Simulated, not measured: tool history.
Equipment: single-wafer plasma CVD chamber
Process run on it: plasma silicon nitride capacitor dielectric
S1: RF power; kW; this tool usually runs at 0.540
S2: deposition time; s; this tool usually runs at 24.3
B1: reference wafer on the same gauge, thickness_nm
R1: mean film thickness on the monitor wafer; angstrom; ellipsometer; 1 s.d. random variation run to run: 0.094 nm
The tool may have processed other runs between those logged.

run 1 day=0.000 | S1=0.540 S2=24.3 | B1=33.416 | R1=355.40
run 2 day=1.833 | S1=0.540 S2=24.3 | B1=33.381 | R1=355.11
run 3 day=4.733 | S1=0.585 S2=25.3 | B1=33.420 | R1=375.53
run 4 day=6.546 | S1=0.540 S2=24.3 | B1=33.406 | R1=352.57
run 5 day=8.196 | S1=0.540 S2=24.3 | B1=33.406 | R1=355.01
run 6 day=10.512 | S1=0.540 S2=22.9 | B1=33.388 | R1=333.72
run 7 day=19.396 | S1=0.540 S2=22.9 | B1=33.373 | R1=331.87
run 8 day=21.979 | S1=0.540 S2=24.3 | B1=33.389 | R1=354.00
run 9 day=24.179 | S1=0.540 S2=24.3 | B1=33.393 | R1=354.74
run 10 day=27.075 | S1=0.540 S2=24.3 | B1=33.386 | R1=353.61
run 11 day=29.208 | S1=0.540 S2=24.3 | B1=33.413 | R1=353.49
-- day=30.758 RF generator calibrated
run 12 day=36.358 | S1=0.540 S2=24.3 | B1=33.379 | R1=358.22
run 13 day=37.921 | S1=0.540 S2=21.7 | B1=33.451 | R1=318.63
run 14 day=42.104 | S1=0.540 S2=21.7 | B1=33.427 | R1=318.69
run 15 day=44.404 | S1=0.540 S2=28.2 | B1=33.402 | R1=412.87
run 16 day=46.333 | S1=0.540 S2=28.2 | B1=33.400 | R1=411.90
run 17 day=48.371 | S1=0.485 S2=26.4 | B1=33.411 | R1=375.33
-- day=51.917 showerhead replaced, of another model than before
-- day=54.162 gauge calibrated
run 18 day=55.092 | S1=0.635 S2=21.6 | B1=33.388 | R1=321.92
run 19 day=57.396 | S1=0.540 S2=24.3 | B1=33.398 | R1=355.25
run 20 day=60.346 | S1=0.485 S2=24.3 | B1=33.391 | R1=352.09
run 21 day=62.792 | S1=0.580 S2=25.9 | B1=33.385 | R1=382.55
run 22 day=64.183 | S1=0.540 S2=24.3 | B1=33.357 | R1=357.28
run 23 day=66.342 | S1=0.540 S2=24.3 | B1=33.396 | R1=354.65
run 24 day=69.242 | S1=0.500 S2=20.9 | B1=33.370 | R1=303.75
run 25 day=71.929 | S1=0.590 S2=24.3 | B1=33.390 | R1=360.26
-- day=74.325 RF generator calibrated
run 26 day=78.575 | S1=0.540 S2=24.3 | B1=33.420 | R1=357.15
run 27 day=79.925 | S1=0.465 S2=28.3 | B1=33.437 | R1=408.48

Forecast run 28:
run 28 day=81.858 | S1=0.470 S2=29.1 | B1=? | R1=?

Run 28 yielded B1 33.419, R1 421.23 angstrom.
Had the tool carried no hidden state, the very same run would have given R1 422.72 angstrom.
